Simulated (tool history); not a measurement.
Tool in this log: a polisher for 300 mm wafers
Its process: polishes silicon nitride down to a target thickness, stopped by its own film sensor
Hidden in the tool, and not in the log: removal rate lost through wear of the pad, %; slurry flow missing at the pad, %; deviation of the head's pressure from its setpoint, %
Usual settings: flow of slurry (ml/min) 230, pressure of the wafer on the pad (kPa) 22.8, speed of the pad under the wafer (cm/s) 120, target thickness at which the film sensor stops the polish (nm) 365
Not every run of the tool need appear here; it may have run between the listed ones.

run   hour  flow of slurry (ml/min)  pressure of the wafer on the pad (kPa)  speed of the pad under the wafer (cm/s)  target thickness at which the film sensor stops the polish (nm)  wafers since the last listed run  wafers polished on this pad  hours since the slurry nozzle was cleaned  hours since the head pressure was calibrated  incoming thickness of the incoming film, nm  time until the film sensor stopped the polish (s)
  1    0.0                      230                                    22.8                                      120                                                              365                                 0                          696                                      425.1                                        1168.6                                        485.3                                               67.6
  2   25.9                      230                                    22.8                                      120                                                              365                               177                          874                                      451.0                                        1194.5                                        483.4                                               65.3
  3   42.3                      230                                    22.8                                      120                                                              333                               112                          986                                      467.4                                        1210.9                                        490.1                                               87.2
  4   49.0                      230                                    22.8                                      120                                                              333                                45                         1032                                      474.1                                        1217.6                                        497.6                                               91.5
  5   57.0                      230                                    22.8                                      120                                                              333                                54                         1086                                      482.1                                        1225.6                                        495.3                                               90.8
  6   72.4                      230                                    22.8                                      120                                                              365                               105                         1192                                      497.5                                        1241.0                                        489.8                                               70.2
     119.5  -- worn pad replaced by a new one
  7  124.2                      230                                    22.8                                      120                                                              365                               327                           32                                      549.3                                        1292.8                                        499.7                                               74.9
  8  133.1                      230                                    22.8                                      120                                                              365                                60                           93                                      558.2                                        1301.7                                        493.0                                               71.6
  9  143.7                      230                                    22.8                                      120                                                              365                                72                          165                                      568.8                                        1312.3                                        490.4                                               69.5
 10  158.9                      230                                    22.8                                      120                                                              365                               103                          269                                      584.0                                        1327.5                                        483.4                                               66.0
 11  170.1                      230                                    22.8                                      120                                                              365                                76                          346                                      595.2                                        1338.7                                        484.7                                               66.9
 12  182.7                      230                                    22.8                                      120                                                              365                                86                          432                                      607.8                                        1351.3                                        488.0                                               68.0
 13  196.1                      230                                    26.9                                      120                                                              365                                91                          524                                      621.2                                        1364.7                                        498.2                                               63.7
 14  207.6                      230                                    22.8                                      148                                                              365                                78                          602                                      632.7                                        1376.2                                        500.7                                               63.7
     213.4  -- head pressure recalibrated
 15  219.7                      230                                    22.8                                      120                                                              365                                69                          671                                      644.8                                           6.3                                        486.8                                               67.5
     222.6  -- slurry nozzle cleaned
 16  227.4                      230                                    22.8                                      120                                                              365                                45                          717                                        4.8                                          14.0                                        490.4                                               69.9
 17  236.0                      230                                    22.8                                      120                                                              365                                58                          776                                       13.4                                          22.6                                        488.2                                               68.3
 18  245.2                      230                                    22.8                                      152                                                              377                                62                          839                                       22.6                                          31.8                                        489.0                                               51.8
 19  255.7                      230                                    27.6                                      134                                                              352                                71                          911                                       33.1                                          42.3                                        497.6                                               62.9
 20  273.3                      205                                    22.8                                       98                                                              365                               120                         1031                                       50.7                                          59.9                                        497.2                                               86.8
 21  285.8                      260                                    22.8                                      120                                                              365                                85                         1117                                       63.2                                          72.4                                        490.3                                               69.5
 22  293.3                      230                                    22.8                                      152                                                              377                                51                         1168                                       70.7                                          79.9                                        486.7                                               50.4
 23  308.9                      230                                    22.8                                      120                                                              402                               106                         1275                                       86.3                                          95.5                                        486.2                                               46.9
 24  317.8                      230                                    19.3                                      120                                                              365                                60                         1336                                       95.2                                         104.4                                        494.5                                               83.0
     329.7  -- worn pad replaced by a new one
 25  333.1                      230                                    22.8                                      120                                                              365                                77                           22                                      110.5                                         119.7                                        486.2                                               67.6
 26  341.3                      230                                    28.3                                      156                                                              399                                56                           79                                      118.7                                         127.9                                        495.2                                               36.2
 27  355.3                      230                                    22.8                                      120                                                              387                                95                          174                                      132.7                                         141.9                                        489.0                                               56.3
 28  366.2                      230                                    22.8                                      120                                                              365                                74                          249                                      143.6                                         152.8                                        483.0                                               65.8
 29  377.5                      230                                    17.9                                      120                                                              381                                77                          326                                      154.9                                         164.1                                        486.0                                               70.8
 30  390.5                      230                                    22.8                                      136                                                              365                                88                          415                                      167.9                                         177.1                                        496.6                                               66.4
 31  400.9                      230                                    22.8                                      120                                                              365                                71                          486                                      178.3                                         187.5                                        480.7                                               65.0
 32  409.1                      230                                    22.8                                      120                                                              365                                56                          542                                      186.5                                         195.7                                        494.5                                               72.2
 33  424.3                      230                                    15.2                                      120                                                              365                               103                          646                                      201.7                                         210.9                                        488.8                                               95.3
 34  431.3                      310                                    22.8                                      120                                                              353                                47                          694                                      208.7                                         217.9                                        497.7                                               76.8
 35  442.3                      180                                    20.0                                      120                                                              351                                75                          770                                      219.7                                         228.9                                        494.3                                               89.9
 36  451.8                      300                                    27.6                                      120                                                              336                                64                          835                                      229.2                                         238.4                                        489.3                                               71.2

Give the tool's hidden conditions for every run:
removal rate lost through wear of the pad, %: 0 at every run
slurry flow missing at the pad, %: 0 at every run
deviation of the head's pressure from its setpoint, %: 0 at every run
